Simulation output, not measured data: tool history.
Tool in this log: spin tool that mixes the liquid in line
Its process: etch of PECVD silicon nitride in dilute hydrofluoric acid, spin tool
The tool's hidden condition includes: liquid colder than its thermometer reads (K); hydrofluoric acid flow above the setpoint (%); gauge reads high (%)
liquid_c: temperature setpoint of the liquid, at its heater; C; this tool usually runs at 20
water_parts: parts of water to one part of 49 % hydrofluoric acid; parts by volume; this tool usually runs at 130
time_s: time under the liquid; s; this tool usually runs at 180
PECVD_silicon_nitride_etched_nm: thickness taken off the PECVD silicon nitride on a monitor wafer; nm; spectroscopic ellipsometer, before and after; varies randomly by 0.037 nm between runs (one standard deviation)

run     day  liquid_c  water_parts  time_s  wafers since the last listed run  hours since the thermometer was replaced  hours since the hydrofluoric acid flow meter was replaced  hours since the gauge calibration  read-back film thickness of the PECVD silicon nitride reference wafer, read on the same gauge (nm)  PECVD_silicon_nitride_etched_nm
  1       0        20          130     180                                 0                                    1809.8                                                        719                              177.4                                                                                             129.982                            1.888
  2   0.612        20          130     180                               105                                    1824.5                                                      733.7                              192.1                                                                                             129.963                            1.871
  3   1.904        20          130     180                               221                                    1855.5                                                      764.7                              223.1                                                                                             129.984                            1.841
  4   3.029        20          130     180                               192                                    1882.5                                                      791.7                              250.1                                                                                                 130                            1.866
  5   3.683        24          130     180                               112                                    1898.2                                                      807.4                              265.8                                                                                             129.983                            2.376
  6   6.033        24          130     180                               403                                    1954.6                                                      863.8                              322.2                                                                                             130.042                             2.41
  7   6.704        24          130     180                               115                                    1970.7                                                      879.9                              338.3                                                                                             130.023                            2.468
  8   7.696        20          130     180                               170                                    1994.5                                                      903.7                              362.1                                                                                             129.976                            1.823
  9   8.725        20          130     180                               176                                    2019.2                                                      928.4                              386.8                                                                                             129.983                            1.823
      9.433  -- hydrofluoric acid flow meter replaced
 10  10.025        20          130     180                               215                                    2050.4                                                       14.2                                418                                                                                             130.028                            1.884
 11  10.712      17.5          130     180                               117                                    2066.9                                                       30.7                              434.5                                                                                             130.025                            1.568
 12  11.421      17.5          130     180                               121                                    2083.9                                                       47.7                              451.5                                                                                             130.004                            1.581
     12.633  -- gauge calibrated
 13   12.85        20          130     180                               245                                    2118.2                                                         82                                5.2                                                                                             130.051                            1.887
 14  14.275        22          100      75                               244                                    2152.4                                                      116.2                               39.4                                                                                             130.035                            1.138
 15  14.858        20          130     180                               100                                    2166.4                                                      130.2                               53.4                                                                                             130.009                             1.87
 16  15.758        22           75     180                               154                                      2188                                                      151.8                                 75                                                                                             130.009                            3.614
 17  16.738        20          130     180                               167                                    2211.5                                                      175.3                               98.5                                                                                             130.022                            1.852
 18  18.033        20          130     180                               222                                    2242.6                                                      206.4                              129.6                                                                                             129.986                            1.829
 19  18.946      22.5          170     180                               156                                    2264.5                                                      228.3                              151.5                                                                                             130.008                            1.727
     20.738  -- thermometer replaced
 20    20.8      24.5           65      85                               310                                       1.5                                                      272.8                                196                                                                                             129.946                            2.375
 21  21.983        17          150     220                               202                                      29.9                                                      301.2                              224.4                                                                                             130.008                            1.667
 22  22.508      24.5          180     235                                90                                      42.5                                                      313.8                                237                                                                                             130.023                            2.408
 23  23.238        20          130     280                               125                                        60                                                      331.3                              254.5                                                                                             129.993                            2.909
 24  24.225      18.5          100     290                               169                                      83.7                                                        355                              278.2                                                                                             130.005                            3.522
 25  25.529        18          130     180                               223                                       115                                                      386.3                              309.5                                                                                             129.968                            1.575
 26  26.333        20          130      85                               137                                     134.3                                                      405.6                              328.8                                                                                              129.98                            0.885
 27  27.571      18.5          190     125                               212                                       164                                                      435.3                              358.5                                                                                             129.991                            0.784

Branching from run 27: 3 alternative next runs. What would each branch give?
  A  27.592        20          130     180                                 3                                     164.5                                                      435.8                                359                                                                                                   ?                                ?
  B  27.592        22          195     145                                 3                                     164.5                                                      435.8                                359                                                                                                   ?                                ?
  C  27.592        22          150      75                                 3                                     164.5                                                      435.8                                359                                                                                                   ?                                ?

run  read-back film thickness of the PECVD silicon nitride reference wafer, read on the same gauge (nm)  PECVD_silicon_nitride_etched_nm
  A                                                                                             130.036                             1.85
  B                                                                                             130.036                            1.144
  C                                                                                             130.036                            0.765
Stripped of hidden state, with their random variation kept, the same runs would have yielded:
run  PECVD_silicon_nitride_etched_nm
  A                             1.85
  B                            1.144
  C                            0.765
